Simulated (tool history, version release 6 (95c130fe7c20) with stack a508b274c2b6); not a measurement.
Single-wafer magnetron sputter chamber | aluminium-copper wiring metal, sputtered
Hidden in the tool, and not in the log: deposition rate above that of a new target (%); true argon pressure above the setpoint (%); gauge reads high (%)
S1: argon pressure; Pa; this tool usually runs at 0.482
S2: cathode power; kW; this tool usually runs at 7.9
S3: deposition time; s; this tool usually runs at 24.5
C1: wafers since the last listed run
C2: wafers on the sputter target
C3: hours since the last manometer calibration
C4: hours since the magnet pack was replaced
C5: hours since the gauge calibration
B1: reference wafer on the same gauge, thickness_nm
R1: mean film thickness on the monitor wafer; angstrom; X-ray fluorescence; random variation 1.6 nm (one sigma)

| run | day | S1 | S2 | S3 | C1 | C2 | C3 | C4 | C5 | B1 | R1 |
|---|---|---|---|---|---|---|---|---|---|---|---|
| 1 | 0 | 0.482 | 7.9 | 24.5 | 0 | 4525 | 192 | 9081.6 | 390.1 | 284.878 | 3120.88 |
|  | 1.288 | sputter target and shields replaced |
| 2 | 3.029 | 0.482 | 7.9 | 24.5 | 1295 | 837 | 264.7 | 9154.3 | 462.8 | 285.366 | 3212.46 |
|  | 11.012 | sputter target and shields replaced |
| 3 | 11.588 | 0.482 | 7.3 | 24.5 | 3951 | 276 | 470.1 | 9359.7 | 668.2 | 284.782 | 2991.78 |
| 4 | 13.038 | 0.482 | 7.3 | 24.5 | 696 | 972 | 504.9 | 9394.5 | 703 | 285.196 | 2986.46 |
| 5 | 14.442 | 0.482 | 7.3 | 24.5 | 674 | 1647 | 538.6 | 9428.2 | 736.7 | 285.306 | 2976.02 |
|  | 15.329 | magnet pack replaced |
| 6 | 17.329 | 0.482 | 7.9 | 24.5 | 1226 | 2874 | 607.9 | 48 | 806 | 285.269 | 3125.15 |
| 7 | 19.108 | 0.482 | 7.9 | 24.5 | 854 | 3729 | 650.6 | 90.7 | 848.7 | 285.475 | 3148.67 |
|  | 19.517 | gauge calibrated |
|  | 20.279 | sputter target and shields replaced |
| 8 | 21.629 | 0.482 | 7.9 | 24.5 | 1050 | 647 | 711.1 | 151.2 | 50.7 | 284.735 | 3209.36 |
| 9 | 24.221 | 0.482 | 7.9 | 24.5 | 1244 | 1892 | 773.3 | 213.4 | 112.9 | 285.057 | 3170.64 |
| 10 | 26.242 | 0.482 | 7.9 | 24.5 | 970 | 2863 | 821.8 | 261.9 | 161.4 | 285.008 | 3173.46 |
|  | 28.846 | sputter target and shields replaced |
| 11 | 28.988 | 0.482 | 7.9 | 24.5 | 1158 | 67 | 887.7 | 327.8 | 227.3 | 284.331 | 3223.54 |
| 12 | 30.767 | 0.613 | 7.9 | 27.6 | 854 | 922 | 930.4 | 370.5 | 270 | 284.986 | 3470.08 |
| 13 | 32.375 | 0.294 | 7.9 | 26.1 | 772 | 1694 | 969 | 409.1 | 308.6 | 284.538 | 3554.63 |
| 14 | 34.529 | 0.573 | 9.5 | 24.5 | 1034 | 2729 | 1020.7 | 460.8 | 360.3 | 284.259 | 3644.08 |
|  | 35.212 | capacitance manometer re-zeroed and calibrated |
| 15 | 36.5 | 0.482 | 9.45 | 24.5 | 786 | 3516 | 30.9 | 508.1 | 407.6 | 285.136 | 3714.36 |
|  | 38.262 | sputter target and shields replaced |
| 16 | 38.283 | 0.551 | 6.4 | 26.3 | 696 | 9 | 73.7 | 550.9 | 450.4 | 284.764 | 2794.37 |
| 17 | 40.004 | 0.482 | 7.9 | 21.8 | 826 | 836 | 115 | 592.2 | 491.7 | 284.841 | 2839.68 |
| 18 | 42.488 | 0.482 | 6.3 | 24.5 | 1192 | 2029 | 174.6 | 651.8 | 551.3 | 285.327 | 2557.21 |
| 19 | 45.179 | 0.482 | 7.9 | 24.5 | 1293 | 3322 | 239.2 | 716.4 | 615.9 | 284.897 | 3148.44 |
| 20 | 47.388 | 0.482 | 7.9 | 24.5 | 1060 | 4383 | 292.2 | 769.4 | 668.9 | 284.828 | 3137.76 |
| 21 | 48.438 | 0.321 | 7.9 | 25.7 | 504 | 4887 | 317.4 | 794.6 | 694.1 | 285.039 | 3438.82 |
|  | 49.258 | sputter target and shields replaced |
| 22 | 49.708 | 0.482 | 8.55 | 24.5 | 450 | 215 | 347.9 | 825.1 | 724.6 | 285.015 | 3435.18 |

Each row is a separate what-if for the run after 22, all from the same tool condition, not one after another. Results?
| A | 49.725 | 0.482 | 7.9 | 24.5 | 8 | 223 | 348.3 | 825.5 | 725 | ? | ? |
| B | 49.725 | 0.559 | 8.4 | 28.9 | 8 | 223 | 348.3 | 825.5 | 725 | ? | ? |
| C | 49.725 | 0.32 | 7.35 | 27.1 | 8 | 223 | 348.3 | 825.5 | 725 | ? | ? |
| D | 49.725 | 0.482 | 8.6 | 24.5 | 8 | 223 | 348.3 | 825.5 | 725 | ? | ? |

| run | B1 | R1 |
|---|---|---|
| A | 285.211 | 3199.22 |
| B | 285.211 | 3914.91 |
| C | 285.211 | 3460.32 |
| D | 285.211 | 3467.52 |
With no hidden state in the tool, these same runs would have given:
| run | R1 |
|---|---|
| A | 3234.45 |
| B | 3958.02 |
| C | 3498.43 |
| D | 3505.7 |
